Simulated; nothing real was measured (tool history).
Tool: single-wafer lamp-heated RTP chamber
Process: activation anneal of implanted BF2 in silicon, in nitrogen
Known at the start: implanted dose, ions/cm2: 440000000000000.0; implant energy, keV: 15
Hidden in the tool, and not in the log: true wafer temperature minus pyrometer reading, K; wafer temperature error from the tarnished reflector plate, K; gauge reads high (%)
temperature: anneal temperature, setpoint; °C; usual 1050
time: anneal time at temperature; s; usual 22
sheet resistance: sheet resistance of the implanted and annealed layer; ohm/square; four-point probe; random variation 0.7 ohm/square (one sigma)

run,hour,temperature,time,wafers since the last listed run,wafers since the last pyrometer calibration,wafers since the reflector plate was cleaned,hours since the gauge calibration,"read-back reference wafer on the same gauge, sheet resistance",sheet resistance
1,0.0,1050,22,0,2910,13,284.8,266.37,247.12
2,8.0,1050,22,115,3026,128,292.8,266.13,245.23
3,14.6,1050,22,95,3121,224,299.4,265.85,244.85
4,29.6,1050,22,216,3338,440,314.4,265.82,246.24
5,41.4,1031,16,170,3508,611,326.2,266.55,257.25
6,58.0,1066,29,239,3748,851,342.8,265.80,239.32
7,86.9,1066,29,417,4166,1268,371.7,265.90,240.19
8,98.3,1063,19,164,4330,1433,383.1,265.59,242.72
9,128.6,1063,19,437,4768,1871,413.4,265.69,242.66
10,134.7,1063,19,88,4856,1959,419.5,265.94,243.37
11,152.2,1058,22,252,5109,2212,437.0,266.05,241.99
12,160.0,1058,22,112,5222,2325,444.8,265.84,242.40
# hour 163.2: gauge calibrated
13,173.1,1050,22,189,5411,2514,9.9,266.15,244.90
14,183.1,1050,29,144,5556,2658,19.9,266.11,240.83
# hour 202.1: pyrometer window cleaned and pyrometer calibrated
15,202.6,1050,29,166,6,2824,39.4,266.45,244.00
16,208.9,1065,28,91,97,2916,45.7,265.96,241.36
17,223.6,1065,28,212,310,3128,60.4,266.03,239.63
18,234.8,1033,22,161,471,3290,71.6,265.93,255.12
19,244.6,1050,31,141,613,3431,81.4,266.17,242.07
20,257.5,1028,22,186,799,3618,94.3,266.25,257.85
21,271.2,1079,18,197,997,3816,108.0,265.87,241.47
# hour 292.9: reflector plate cleaned
22,293.4,1038,22,205,1203,7,130.2,266.37,251.89
23,296.6,1029,14,46,1249,53,133.4,265.56,261.76
24,313.0,1050,29,236,1486,290,149.8,266.05,243.63
25,321.0,1079,22,115,1601,406,157.8,266.55,241.01
26,336.2,1060,15,219,1821,626,173.0,265.61,249.34
27,343.7,1050,22,108,1929,734,180.5,266.16,245.87
28,359.2,1050,22,223,2153,958,196.0,266.40,245.97
29,373.1,1050,22,200,2354,1159,209.9,265.68,246.40
30,381.0,1061,17,114,2468,1273,217.8,266.02,245.47
31,393.4,1078,29,179,2648,1452,230.2,265.90,238.27
32,406.9,1050,15,195,2843,1647,243.7,265.85,251.54
33,413.8,1030,15,99,2942,1747,250.6,265.60,258.80
34,425.4,1050,22,167,3110,1914,262.2,266.01,245.98
35,436.0,1079,30,153,3263,2068,272.8,266.19,238.54
36,443.3,1073,27,105,3369,2173,280.1,265.77,238.22
37,457.0,1021,12,197,3566,2371,293.8,265.84,264.86
38,466.1,1050,22,131,3698,2503,302.9,265.89,245.66

Forecast each of these 3 alternatives for the next run:
A,466.5,1036,22,5,3704,2508,303.3,?,?
B,466.5,1031,12,5,3704,2508,303.3,?,?
C,466.5,1050,12,5,3704,2508,303.3,?,?

run,"read-back reference wafer on the same gauge, sheet resistance",sheet resistance
A,266.25,251.32
B,266.25,261.53
C,266.25,253.96
Without the tool's hidden state the same runs would have given:
run,sheet resistance
A,253.70
B,263.63
C,255.89
